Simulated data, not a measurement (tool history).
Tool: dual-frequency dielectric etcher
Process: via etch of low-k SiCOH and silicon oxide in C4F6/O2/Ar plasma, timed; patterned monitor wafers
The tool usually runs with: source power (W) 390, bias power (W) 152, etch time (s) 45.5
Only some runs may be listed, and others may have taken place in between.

run	hour	source power (W)	bias power (W)	etch time (s)	read-back reference wafer on the same gauge, depth_nm	mean etch depth across the wafer (Å)
1	0	390	132	45.5	95	1030
2	51	390	132	45.5	95.1	1026
3	93.6	420	152	45.5	95.1	1117
# hour 128.9: wet clean of the chamber
4	161.7	420	152	45.5	94.8	1085
5	207	420	152	45.5	95	1087
6	308	390	131	49.5	95	1112
# hour 331: bias power generator calibrated
7	368.8	440	152	45.5	95	1110
8	421.5	440	152	45.5	95	1120
# hour 485.6: upper electrode replaced
9	486.1	390	152	45.5	95	1090
10	587.9	390	152	45.5	95	1097
11	678.1	360	152	50	95	1177
12	723.7	390	152	45.5	95.1	1109
# hour 796.5: wet clean of the chamber
13	826.2	470	152	32.5	94.9	788
14	903.9	390	132	45.5	95	997
15	969.2	480	152	45.5	95.1	1126
# hour 976: gauge calibrated
16	1006.8	390	152	45.5	94.9	1057
17	1097.9	340	152	45.5	95	1023

What does the tool deliver on the next run?
18	1235	490	152	39.5	?	?

Run 18 came out at read-back reference wafer on the same gauge, depth_nm 95.1, mean etch depth across the wafer (Å) 1008.
Take away the tool's hidden state, keep the run-to-run variation as it was, and the same run would have given mean etch depth across the wafer (Å) 983.
